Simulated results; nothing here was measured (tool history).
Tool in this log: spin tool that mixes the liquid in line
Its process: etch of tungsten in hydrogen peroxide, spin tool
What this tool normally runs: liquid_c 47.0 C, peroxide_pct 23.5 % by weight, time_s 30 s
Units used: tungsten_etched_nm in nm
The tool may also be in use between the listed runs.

run,hour,liquid_c,peroxide_pct,time_s,"read-back film thickness of the tungsten reference wafer, read on the same gauge (nm)",tungsten_etched_nm
1,0.0,52.5,23.5,30,29.98,57.13
2,135.5,52.5,23.5,30,29.98,57.38
# hour 153.5: new drum of peroxide connected
3,200.8,47.0,23.5,30,30.03,40.41
4,240.8,47.0,23.5,30,29.99,40.05
5,280.6,47.0,23.5,30,30.01,40.11
6,317.8,47.0,23.5,30,30.00,40.29
7,373.5,47.0,23.5,30,29.99,40.30
8,430.6,47.0,25.5,30,30.02,41.81
9,484.4,47.0,23.5,30,30.00,39.61
10,519.4,47.0,23.5,30,30.03,39.85
11,567.7,51.0,25.5,30,30.01,52.47
# hour 573.9: new drum of peroxide connected, repeated, since the last time left the tool worse
12,599.7,47.0,23.5,30,30.01,41.58
# hour 634.4: heated supply line repaired
# hour 686.1: gauge calibrated
13,704.8,47.0,23.5,35,30.03,48.54
# hour 801.4: peroxide flow meter replaced
14,833.1,47.0,26.0,40,30.01,57.68
15,876.1,47.0,23.5,30,30.00,41.60
16,908.0,47.0,23.5,30,30.03,41.33
17,947.0,41.0,29.0,35,30.03,36.10
18,995.3,47.0,23.5,30,29.97,40.38
# hour 1016.5: thermometer replaced
19,1035.5,50.0,21.5,30,29.98,48.15
20,1106.2,54.5,29.5,20,29.99,48.51
21,1172.7,42.5,23.5,35,30.00,35.61
22,1223.2,47.0,30.0,30,30.02,45.94
# hour 1249.8: new drum of peroxide connected
23,1337.7,51.0,25.5,30,30.01,55.67
24,1364.7,47.0,23.5,20,30.02,27.71
25,1391.6,54.0,23.5,30,29.99,62.80

Run by run, hidden condition taken away, random variation retained:
Unlogged tool condition in this case: liquid hotter than its thermometer reads (K); peroxide flow below the setpoint (%); temperature lost on the way to the wafer (K); peroxide weaker than its label (%); gauge reads high (%).
run,tungsten_etched_nm
1,58.13
2,58.69
3,42.05
4,41.74
5,41.87
6,42.12
7,42.23
8,43.91
9,41.70
10,42.00
11,55.42
12,41.65
13,48.81
14,58.28
15,42.10
16,41.88
17,36.63
18,41.05
19,49.03
20,49.53
21,36.45
22,47.12
23,55.89
24,27.85
25,63.18
